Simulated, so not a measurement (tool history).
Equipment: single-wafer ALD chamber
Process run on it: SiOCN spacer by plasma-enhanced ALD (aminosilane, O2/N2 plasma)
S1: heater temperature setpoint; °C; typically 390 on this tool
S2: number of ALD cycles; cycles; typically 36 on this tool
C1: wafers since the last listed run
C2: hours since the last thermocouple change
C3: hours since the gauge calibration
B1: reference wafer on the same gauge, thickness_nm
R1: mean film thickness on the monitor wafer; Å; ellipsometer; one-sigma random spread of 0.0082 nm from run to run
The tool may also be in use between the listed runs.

| run | day | S1 | S2 | C1 | C2 | C3 | B1 | R1 |
|---|---|---|---|---|---|---|---|---|
| 1 | 0 | 383 | 36 | 0 | 1561.9 | 418.2 | 2.529 | 25.14 |
| 2 | 0.675 | 383 | 36 | 150 | 1578.1 | 434.4 | 2.534 | 25.04 |
| 3 | 1.488 | 381 | 36 | 181 | 1597.6 | 453.9 | 2.535 | 25.1 |
| 4 | 2.908 | 381 | 36 | 317 | 1631.7 | 488 | 2.537 | 25.22 |
| 5 | 4.05 | 398 | 39 | 254 | 1659.1 | 515.4 | 2.54 | 27.36 |
| 6 | 5.071 | 398 | 39 | 227 | 1683.6 | 539.9 | 2.54 | 27.27 |
| 7 | 6.271 | 398 | 39 | 267 | 1712.4 | 568.7 | 2.542 | 27.44 |
| 8 | 10.738 | 382 | 41 | 997 | 1819.6 | 675.9 | 2.554 | 28.88 |
| 9 | 11.442 | 382 | 41 | 157 | 1836.5 | 692.8 | 2.556 | 28.96 |
| 10 | 12.05 | 382 | 41 | 135 | 1851.1 | 707.4 | 2.556 | 28.85 |
| 11 | 12.821 | 390 | 36 | 172 | 1869.6 | 725.9 | 2.56 | 25.53 |
| 12 | 13.517 | 390 | 36 | 155 | 1886.3 | 742.6 | 2.564 | 25.56 |
| 13 | 14.554 | 390 | 36 | 231 | 1911.2 | 767.5 | 2.563 | 25.53 |
| 14 | 15.929 | 390 | 36 | 306 | 1944.2 | 800.5 | 2.566 | 25.51 |
| 15 | 16.471 | 390 | 36 | 120 | 1957.2 | 813.5 | 2.569 | 25.52 |
| 16 | 17.267 | 390 | 39 | 177 | 1976.3 | 832.6 | 2.57 | 27.79 |
|  | 17.767 | gauge calibrated |
| 17 | 18.75 | 382 | 36 | 331 | 2011.9 | 23.6 | 2.474 | 24.47 |
|  | 19.446 | thermocouple changed; heater temperature recalibrated |
| 18 | 22.754 | 379 | 42 | 819 | 79.4 | 119.7 | 2.483 | 28.88 |
| 19 | 23.408 | 390 | 36 | 146 | 95.1 | 135.4 | 2.483 | 24.75 |
| 20 | 24.562 | 401 | 32 | 257 | 122.8 | 163.1 | 2.486 | 21.81 |
| 21 | 25.567 | 385 | 32 | 224 | 146.9 | 187.2 | 2.489 | 22.03 |
| 22 | 26.258 | 390 | 36 | 154 | 163.5 | 203.8 | 2.492 | 24.79 |
| 23 | 27.446 | 398 | 36 | 265 | 192 | 232.3 | 2.493 | 24.84 |
| 24 | 27.958 | 384 | 41 | 114 | 204.3 | 244.6 | 2.494 | 28.3 |
| 25 | 28.529 | 390 | 36 | 127 | 218 | 258.3 | 2.495 | 24.73 |
| 26 | 29.979 | 397 | 32 | 323 | 252.8 | 293.1 | 2.5 | 22.14 |
| 27 | 31.083 | 381 | 36 | 246 | 279.3 | 319.6 | 2.499 | 24.84 |
| 28 | 32.375 | 394 | 39 | 288 | 310.3 | 350.6 | 2.507 | 26.88 |
| 29 | 32.95 | 378 | 33 | 128 | 324.1 | 364.4 | 2.508 | 22.92 |

List, for all runs, the conditions of the tool that the log does not record:
wafer temperature above the value expected at the setpoint (K): 0 on each run
H1: gauge reads high (%)
| run | H1 |
|---|---|
| 1 | 1.98 |
| 2 | 2.05 |
| 3 | 2.13 |
| 4 | 2.26 |
| 5 | 2.37 |
| 6 | 2.47 |
| 7 | 2.59 |
| 8 | 3.01 |
| 9 | 3.08 |
| 10 | 3.14 |
| 11 | 3.21 |
| 12 | 3.28 |
| 13 | 3.38 |
| 14 | 3.51 |
| 15 | 3.56 |
| 16 | 3.64 |
| 17 | -0.314 |
| 18 | 0.0701 |
| 19 | 0.133 |
| 20 | 0.244 |
| 21 | 0.34 |
| 22 | 0.407 |
| 23 | 0.521 |
| 24 | 0.57 |
| 25 | 0.625 |
| 26 | 0.764 |
| 27 | 0.87 |
| 28 | 0.994 |
| 29 | 1.05 |

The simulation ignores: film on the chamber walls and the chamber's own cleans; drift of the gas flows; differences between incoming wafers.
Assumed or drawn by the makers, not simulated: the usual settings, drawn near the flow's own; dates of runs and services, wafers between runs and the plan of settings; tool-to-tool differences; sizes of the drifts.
